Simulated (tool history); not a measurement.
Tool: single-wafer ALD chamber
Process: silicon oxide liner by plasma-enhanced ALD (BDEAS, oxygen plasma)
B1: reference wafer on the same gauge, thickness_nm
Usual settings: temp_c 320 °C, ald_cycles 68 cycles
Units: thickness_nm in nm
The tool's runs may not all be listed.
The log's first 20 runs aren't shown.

run 21 hour=1470.9 | temp_c=320 ald_cycles=63 | B1=5.102 | thickness_nm=5.812
run 22 hour=1534.6 | temp_c=320 ald_cycles=68 | B1=5.093 | thickness_nm=6.279
run 23 hour=1641.9 | temp_c=306 ald_cycles=68 | B1=5.101 | thickness_nm=6.404
run 24 hour=1697.4 | temp_c=332 ald_cycles=81 | B1=5.106 | thickness_nm=7.296
run 25 hour=1773.3 | temp_c=320 ald_cycles=55 | B1=5.099 | thickness_nm=5.087
-- hour=1856.6 gauge calibrated
run 26 hour=1880.7 | temp_c=330 ald_cycles=60 | B1=5.105 | thickness_nm=5.477
run 27 hour=2060.3 | temp_c=333 ald_cycles=75 | B1=5.096 | thickness_nm=6.814
run 28 hour=2139.2 | temp_c=331 ald_cycles=68 | B1=5.098 | thickness_nm=6.164
run 29 hour=2195.6 | temp_c=306 ald_cycles=73 | B1=5.103 | thickness_nm=6.867
run 30 hour=2249.3 | temp_c=320 ald_cycles=73 | B1=5.094 | thickness_nm=6.778
run 31 hour=2314.6 | temp_c=320 ald_cycles=68 | B1=5.11 | thickness_nm=6.285
run 32 hour=2504.9 | temp_c=333 ald_cycles=64 | B1=5.1 | thickness_nm=5.778
run 33 hour=2583.8 | temp_c=325 ald_cycles=55 | B1=5.104 | thickness_nm=5.035
run 34 hour=2620.9 | temp_c=320 ald_cycles=68 | B1=5.108 | thickness_nm=6.279
run 35 hour=2699.6 | temp_c=311 ald_cycles=68 | B1=5.099 | thickness_nm=6.375

Forecast each of these 5 alternatives for the next run:
run A hour=2700.1 | temp_c=320 ald_cycles=79 | B1=? | thickness_nm=?
run B hour=2700.1 | temp_c=309 ald_cycles=76 | B1=? | thickness_nm=?
run C hour=2700.1 | temp_c=332 ald_cycles=59 | B1=? | thickness_nm=?
run D hour=2700.1 | temp_c=326 ald_cycles=80 | B1=? | thickness_nm=?
run E hour=2700.1 | temp_c=329 ald_cycles=74 | B1=? | thickness_nm=?

run=A B1=5.089 thickness_nm=7.287
run=B B1=5.089 thickness_nm=7.137
run=C B1=5.089 thickness_nm=5.335
run=D B1=5.089 thickness_nm=7.307
run=E B1=5.089 thickness_nm=6.725
Without the tool's hidden state the same runs would have given:
run=A thickness_nm=7.287
run=B thickness_nm=7.137
run=C thickness_nm=5.335
run=D thickness_nm=7.307
run=E thickness_nm=6.725

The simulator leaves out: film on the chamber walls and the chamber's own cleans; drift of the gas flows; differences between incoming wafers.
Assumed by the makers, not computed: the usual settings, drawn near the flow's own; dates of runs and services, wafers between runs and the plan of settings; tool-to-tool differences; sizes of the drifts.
